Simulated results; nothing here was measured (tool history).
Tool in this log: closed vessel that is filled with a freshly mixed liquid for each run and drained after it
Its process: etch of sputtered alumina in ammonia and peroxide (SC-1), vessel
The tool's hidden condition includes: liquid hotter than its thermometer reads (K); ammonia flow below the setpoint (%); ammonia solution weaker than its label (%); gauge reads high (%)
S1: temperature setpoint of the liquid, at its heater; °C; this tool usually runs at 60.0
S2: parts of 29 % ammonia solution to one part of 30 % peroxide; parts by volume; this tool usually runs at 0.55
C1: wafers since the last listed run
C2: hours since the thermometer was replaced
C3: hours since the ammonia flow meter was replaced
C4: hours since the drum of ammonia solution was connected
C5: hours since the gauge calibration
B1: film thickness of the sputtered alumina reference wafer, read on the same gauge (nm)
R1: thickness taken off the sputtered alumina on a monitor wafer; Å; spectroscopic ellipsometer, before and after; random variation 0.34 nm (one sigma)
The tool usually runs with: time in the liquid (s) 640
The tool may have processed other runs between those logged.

Run 1, day 0.000: usual settings but S1 53.5 °C; C1 0; C2 1610.8; C3 389.8; C4 361.8; C5 670.8; B1 29.99. Result: R1 473.2 Å.
Run 2, day 1.929: usual settings but S1 53.5 °C; C1 3860; C2 1657.1; C3 436.1; C4 408.1; C5 717.1; B1 30.00. Result: R1 478.9 Å.
Run 3, day 3.200: usual settings but S1 53.5 °C; C1 2542; C2 1687.6; C3 466.6; C4 438.6; C5 747.6; B1 29.98. Result: R1 476.7 Å.
Run 4, day 4.762: usual settings; C1 3126; C2 1725.1; C3 504.1; C4 476.1; C5 785.1; B1 30.02. Result: R1 674.8 Å.
Run 5, day 8.162: usual settings; C1 6803; C2 1806.7; C3 585.7; C4 557.7; C5 866.7; B1 29.98. Result: R1 679.6 Å.
Run 6, day 10.700: usual settings; C1 5077; C2 1867.6; C3 646.6; C4 618.6; C5 927.6; B1 29.99. Result: R1 679.9 Å.
At day 11.117: gauge calibrated.
At day 11.325: ammonia flow meter replaced.
Run 7, day 13.071: usual settings; C1 4660; C2 1924.5; C3 41.9; C4 675.5; C5 46.9; B1 29.99. Result: R1 679.7 Å.
At day 13.854: thermometer replaced.
Run 8, day 15.433: usual settings but S1 56.5 °C, time in the liquid (s) 750; C1 4644; C2 37.9; C3 98.6; C4 732.2; C5 103.6; B1 30.02. Result: R1 594.0 Å.
At day 16.212: new drum of ammonia solution connected.
Run 9, day 16.812: usual settings but S1 54.5 °C, S2 0.80 parts by volume, time in the liquid (s) 260; C1 2676; C2 71.0; C3 131.7; C4 14.4; C5 136.7; B1 29.99. Result: R1 193.0 Å.
Run 10, day 18.717: usual settings; C1 3810; C2 116.7; C3 177.4; C4 60.1; C5 182.4; B1 29.98. Result: R1 618.9 Å.
Run 11, day 22.154: usual settings but time in the liquid (s) 305; C1 6878; C2 199.2; C3 259.9; C4 142.6; C5 264.9; B1 30.02. Result: R1 291.7 Å.
Run 12, day 23.867: usual settings but S2 0.85 parts by volume; C1 3426; C2 240.3; C3 301.0; C4 183.7; C5 306.0; B1 30.00. Result: R1 649.3 Å.
Run 13, day 26.662: usual settings; C1 5594; C2 307.4; C3 368.1; C4 250.8; C5 373.1; B1 30.00. Result: R1 623.3 Å.
Run 14, day 30.225: usual settings but S1 51.0 °C, S2 0.65 parts by volume, time in the liquid (s) 765; C1 7128; C2 392.9; C3 453.6; C4 336.3; C5 458.6; B1 30.00. Result: R1 469.4 Å.
Run 15, day 32.796: usual settings; C1 5144; C2 454.6; C3 515.3; C4 398.0; C5 520.3; B1 30.02. Result: R1 623.0 Å.

Below are 4 alternative next runs, each starting from the tool's condition after run 15. Predict each:
Run A, day 32.829: usual settings but time in the liquid (s) 510; C1 66; C2 455.4; C3 516.1; C4 398.8; C5 521.1; B1 ?. Result: R1 ?.
Run B, day 32.829: usual settings but S1 55.5 °C, S2 0.25 parts by volume, time in the liquid (s) 440; C1 66; C2 455.4; C3 516.1; C4 398.8; C5 521.1; B1 ?. Result: R1 ?.
Run C, day 32.829: usual settings but S1 67.5 °C, S2 0.70 parts by volume, time in the liquid (s) 530; C1 66; C2 455.4; C3 516.1; C4 398.8; C5 521.1; B1 ?. Result: R1 ?.
Run D, day 32.829: usual settings but S1 52.5 °C, S2 0.30 parts by volume, time in the liquid (s) 905; C1 66; C2 455.4; C3 516.1; C4 398.8; C5 521.1; B1 ?. Result: R1 ?.

run     B1     R1
  A  30.01  497.8
  B  30.01  315.5
  C  30.01  769.1
  D  30.01  562.7
With the hidden condition removed and each run's random variation left untouched, the same runs would have given:
run     R1
  A  484.2
  B  306.7
  C  749.1
  D  546.6

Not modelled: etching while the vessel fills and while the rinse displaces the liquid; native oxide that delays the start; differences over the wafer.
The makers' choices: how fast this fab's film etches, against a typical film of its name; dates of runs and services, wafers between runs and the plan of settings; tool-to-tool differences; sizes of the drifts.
